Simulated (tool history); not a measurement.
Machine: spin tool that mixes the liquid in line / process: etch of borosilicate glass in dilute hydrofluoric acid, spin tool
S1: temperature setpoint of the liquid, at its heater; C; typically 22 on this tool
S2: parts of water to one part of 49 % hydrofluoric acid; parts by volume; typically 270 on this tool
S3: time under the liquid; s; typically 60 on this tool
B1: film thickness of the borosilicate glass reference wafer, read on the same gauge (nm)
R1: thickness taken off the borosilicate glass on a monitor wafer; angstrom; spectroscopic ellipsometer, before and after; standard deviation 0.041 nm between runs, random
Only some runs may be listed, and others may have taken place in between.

Run 1, hour 0: usual settings but S2 300 parts by volume, S3 45 s; B1 120. Result: R1 35.9 angstrom.
Run 2, hour 87.3: usual settings but S2 300 parts by volume, S3 45 s; B1 120.01. Result: R1 36.5 angstrom.
Run 3, hour 174.6: usual settings but S2 300 parts by volume, S3 45 s; B1 120.01. Result: R1 35.4 angstrom.
Run 4, hour 234.8: usual settings; B1 120.01. Result: R1 53.5 angstrom.
Run 5, hour 334.6: usual settings; B1 120. Result: R1 53.4 angstrom.
Run 6, hour 419.3: usual settings; B1 119.99. Result: R1 54 angstrom.
At hour 424: hydrofluoric acid flow meter replaced.
Run 7, hour 474.5: usual settings but S1 26 C; B1 120. Result: R1 64.8 angstrom.
Run 8, hour 531.8: usual settings but S1 24.5 C, S3 35 s; B1 119.99. Result: R1 34.8 angstrom.
At hour 583.7: thermometer replaced.
Run 9, hour 623.6: usual settings but S3 90 s; B1 119.99. Result: R1 83.9 angstrom.
Run 10, hour 677.7: usual settings but S2 300 parts by volume, S3 45 s; B1 119.99. Result: R1 36.1 angstrom.
At hour 734.1: gauge calibrated.
Run 11, hour 759.9: usual settings but S1 19 C, S3 85 s; B1 119.97. Result: R1 70.1 angstrom.
Run 12, hour 858.1: usual settings but S1 25.5 C, S2 200 parts by volume, S3 85 s; B1 120. Result: R1 125.4 angstrom.
Run 13, hour 925.6: usual settings but S1 26.5 C, S3 85 s; B1 119.98. Result: R1 90.5 angstrom.
Run 14, hour 983.7: usual settings but S1 23.5 C; B1 120.01. Result: R1 56.4 angstrom.

How would selected steps in R1 from run to run divide? Give the signed amount a tool lacking its hidden state would still show from settings, what came in and random variation, and the signed amount left for the hidden state, including any gauge scatter that is not in both of the compared results.
What the log doesn't record here: liquid hotter than its thermometer reads (K); hydrofluoric acid flow below the setpoint (%); gauge reads high (%).
Run 11 -> 12: S1 19 -> 25.5, S2 270 -> 200. R1 +55.3 angstrom: hidden state -2.7, all else +58.
